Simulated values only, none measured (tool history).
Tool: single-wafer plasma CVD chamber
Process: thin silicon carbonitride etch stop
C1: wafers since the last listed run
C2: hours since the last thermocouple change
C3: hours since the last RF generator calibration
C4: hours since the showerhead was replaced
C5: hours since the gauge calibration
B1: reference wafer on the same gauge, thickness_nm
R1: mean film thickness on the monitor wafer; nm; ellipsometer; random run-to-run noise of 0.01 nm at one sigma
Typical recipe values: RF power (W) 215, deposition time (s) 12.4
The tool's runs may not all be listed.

{"run": 1, "day": 0.0, "RF power (W)": 215, "deposition time (s)": 12.4, "C1": 0, "C2": 1152.1, "C3": 2189.3, "C4": 5617.5, "C5": 467.4, "B1": 5.74, "R1": 6.874}
{"run": 2, "day": 0.296, "RF power (W)": 215, "deposition time (s)": 12.4, "C1": 203, "C2": 1159.2, "C3": 2196.4, "C4": 5624.6, "C5": 474.5, "B1": 5.749, "R1": 6.884}
{"run": 3, "day": 0.767, "RF power (W)": 215, "deposition time (s)": 12.4, "C1": 323, "C2": 1170.5, "C3": 2207.7, "C4": 5635.9, "C5": 485.8, "B1": 5.746, "R1": 6.865}
{"run": 4, "day": 1.267, "RF power (W)": 215, "deposition time (s)": 12.4, "C1": 343, "C2": 1182.5, "C3": 2219.7, "C4": 5647.9, "C5": 497.8, "B1": 5.751, "R1": 6.881}
{"day": 1.704, "done": "RF generator calibrated"}
{"run": 5, "day": 1.821, "RF power (W)": 200, "deposition time (s)": 12.4, "C1": 151, "C2": 1195.8, "C3": 2.8, "C4": 5661.2, "C5": 511.1, "B1": 5.747, "R1": 6.776}
{"run": 6, "day": 2.167, "RF power (W)": 215, "deposition time (s)": 12.4, "C1": 237, "C2": 1204.1, "C3": 11.1, "C4": 5669.5, "C5": 519.4, "B1": 5.749, "R1": 6.865}
{"run": 7, "day": 2.45, "RF power (W)": 215, "deposition time (s)": 12.4, "C1": 194, "C2": 1210.9, "C3": 17.9, "C4": 5676.3, "C5": 526.2, "B1": 5.756, "R1": 6.886}
{"run": 8, "day": 3.0, "RF power (W)": 215, "deposition time (s)": 12.4, "C1": 378, "C2": 1224.1, "C3": 31.1, "C4": 5689.5, "C5": 539.4, "B1": 5.75, "R1": 6.863}
{"run": 9, "day": 3.454, "RF power (W)": 215, "deposition time (s)": 14.2, "C1": 312, "C2": 1235.0, "C3": 42.0, "C4": 5700.4, "C5": 550.3, "B1": 5.759, "R1": 7.883}
{"run": 10, "day": 4.2, "RF power (W)": 215, "deposition time (s)": 12.4, "C1": 512, "C2": 1252.9, "C3": 59.9, "C4": 5718.3, "C5": 568.2, "B1": 5.758, "R1": 6.9}
{"run": 11, "day": 5.521, "RF power (W)": 215, "deposition time (s)": 12.4, "C1": 907, "C2": 1284.6, "C3": 91.6, "C4": 5750.0, "C5": 599.9, "B1": 5.767, "R1": 6.873}
{"run": 12, "day": 5.846, "RF power (W)": 215, "deposition time (s)": 12.4, "C1": 223, "C2": 1292.4, "C3": 99.4, "C4": 5757.8, "C5": 607.7, "B1": 5.765, "R1": 6.912}
{"run": 13, "day": 6.567, "RF power (W)": 175, "deposition time (s)": 10.5, "C1": 495, "C2": 1309.7, "C3": 116.7, "C4": 5775.1, "C5": 625.0, "B1": 5.764, "R1": 5.567}
{"run": 14, "day": 6.888, "RF power (W)": 230, "deposition time (s)": 13.2, "C1": 220, "C2": 1317.4, "C3": 124.4, "C4": 5782.8, "C5": 632.7, "B1": 5.763, "R1": 7.46}
{"run": 15, "day": 7.429, "RF power (W)": 235, "deposition time (s)": 11.1, "C1": 372, "C2": 1330.4, "C3": 137.4, "C4": 5795.8, "C5": 645.7, "B1": 5.765, "R1": 6.303}
{"day": 8.725, "done": "thermocouple changed; heater temperature recalibrated"}
{"day": 8.75, "done": "gauge calibrated"}
{"run": 16, "day": 9.388, "RF power (W)": 255, "deposition time (s)": 10.9, "C1": 1116, "C2": 15.9, "C3": 184.4, "C4": 5842.8, "C5": 15.3, "B1": 5.691, "R1": 6.233}
{"run": 17, "day": 9.988, "RF power (W)": 215, "deposition time (s)": 12.4, "C1": 412, "C2": 30.3, "C3": 198.8, "C4": 5857.2, "C5": 29.7, "B1": 5.692, "R1": 6.787}
{"run": 18, "day": 10.558, "RF power (W)": 215, "deposition time (s)": 12.4, "C1": 392, "C2": 44.0, "C3": 212.5, "C4": 5870.9, "C5": 43.4, "B1": 5.696, "R1": 6.821}
{"run": 19, "day": 11.054, "RF power (W)": 215, "deposition time (s)": 12.4, "C1": 340, "C2": 55.9, "C3": 224.4, "C4": 5882.8, "C5": 55.3, "B1": 5.695, "R1": 6.798}
{"day": 12.525, "done": "showerhead replaced"}
{"run": 20, "day": 12.546, "RF power (W)": 180, "deposition time (s)": 10.8, "C1": 796, "C2": 91.7, "C3": 260.2, "C4": 0.5, "C5": 91.1, "B1": 5.695, "R1": 5.7}
{"run": 21, "day": 12.792, "RF power (W)": 245, "deposition time (s)": 11.0, "C1": 168, "C2": 97.6, "C3": 266.1, "C4": 6.4, "C5": 97.0, "B1": 5.702, "R1": 6.239}
{"run": 22, "day": 13.179, "RF power (W)": 175, "deposition time (s)": 12.4, "C1": 266, "C2": 106.9, "C3": 275.4, "C4": 15.7, "C5": 106.3, "B1": 5.702, "R1": 6.49}
{"run": 23, "day": 13.512, "RF power (W)": 230, "deposition time (s)": 12.4, "C1": 229, "C2": 114.9, "C3": 283.4, "C4": 23.7, "C5": 114.3, "B1": 5.704, "R1": 6.946}
{"run": 24, "day": 14.075, "RF power (W)": 215, "deposition time (s)": 10.4, "C1": 386, "C2": 128.4, "C3": 296.9, "C4": 37.2, "C5": 127.8, "B1": 5.706, "R1": 5.703}
{"run": 25, "day": 14.479, "RF power (W)": 215, "deposition time (s)": 12.4, "C1": 277, "C2": 138.1, "C3": 306.6, "C4": 46.9, "C5": 137.5, "B1": 5.707, "R1": 6.834}
{"run": 26, "day": 14.867, "RF power (W)": 235, "deposition time (s)": 10.2, "C1": 266, "C2": 147.4, "C3": 315.9, "C4": 56.2, "C5": 146.8, "B1": 5.709, "R1": 5.736}
{"run": 27, "day": 15.171, "RF power (W)": 235, "deposition time (s)": 10.7, "C1": 209, "C2": 154.7, "C3": 323.2, "C4": 63.5, "C5": 154.1, "B1": 5.702, "R1": 6.029}
{"run": 28, "day": 15.525, "RF power (W)": 215, "deposition time (s)": 12.4, "C1": 243, "C2": 163.2, "C3": 331.7, "C4": 72.0, "C5": 162.6, "B1": 5.709, "R1": 6.838}
{"run": 29, "day": 15.817, "RF power (W)": 240, "deposition time (s)": 12.4, "C1": 200, "C2": 170.2, "C3": 338.7, "C4": 79.0, "C5": 169.6, "B1": 5.71, "R1": 6.995}
{"run": 30, "day": 16.183, "RF power (W)": 215, "deposition time (s)": 12.4, "C1": 252, "C2": 179.0, "C3": 347.5, "C4": 87.8, "C5": 178.4, "B1": 5.713, "R1": 6.814}
{"run": 31, "day": 16.454, "RF power (W)": 230, "deposition time (s)": 14.1, "C1": 186, "C2": 185.5, "C3": 354.0, "C4": 94.3, "C5": 184.9, "B1": 5.709, "R1": 7.895}
{"run": 32, "day": 16.879, "RF power (W)": 215, "deposition time (s)": 12.4, "C1": 292, "C2": 195.7, "C3": 364.2, "C4": 104.5, "C5": 195.1, "B1": 5.712, "R1": 6.815}
{"run": 33, "day": 17.25, "RF power (W)": 255, "deposition time (s)": 13.3, "C1": 254, "C2": 204.6, "C3": 373.1, "C4": 113.4, "C5": 204.0, "B1": 5.717, "R1": 7.639}
{"run": 34, "day": 17.562, "RF power (W)": 215, "deposition time (s)": 13.2, "C1": 214, "C2": 212.1, "C3": 380.6, "C4": 120.9, "C5": 211.5, "B1": 5.716, "R1": 7.269}
{"run": 35, "day": 17.946, "RF power (W)": 215, "deposition time (s)": 12.4, "C1": 263, "C2": 221.3, "C3": 389.8, "C4": 130.1, "C5": 220.7, "B1": 5.715, "R1": 6.834}

Some steps in R1 between neighbouring runs. How much of each would the tool show without its hidden state too (settings, what came in, random variation), and how much is left for the hidden state, with any gauge scatter that isn't in both results?
Hidden conditions of the tool in this case: wafer temperature above the value expected at the setpoint (K); delivered RF power above the setpoint (%); gauge reads high (%).
Run 12 -> 13: RF power (W) 215 -> 175, deposition time (s) 12.4 -> 10.5. R1 -1.345 nm: hidden state -0.013, all else -1.332.
Run 13 -> 14: RF power (W) 175 -> 230, deposition time (s) 10.5 -> 13.2. R1 +1.893 nm: hidden state +0.023, all else +1.870.
Run 15 -> 16: RF power (W) 235 -> 255, deposition time (s) 11.1 -> 10.9, thermocouple changed; heater temperature recalibrated, gauge calibrated. R1 -0.070 nm: hidden state -0.083, all else +0.013.
Run 23 -> 24: RF power (W) 230 -> 215, deposition time (s) 12.4 -> 10.4. R1 -1.243 nm: hidden state +0.001, all else -1.244.

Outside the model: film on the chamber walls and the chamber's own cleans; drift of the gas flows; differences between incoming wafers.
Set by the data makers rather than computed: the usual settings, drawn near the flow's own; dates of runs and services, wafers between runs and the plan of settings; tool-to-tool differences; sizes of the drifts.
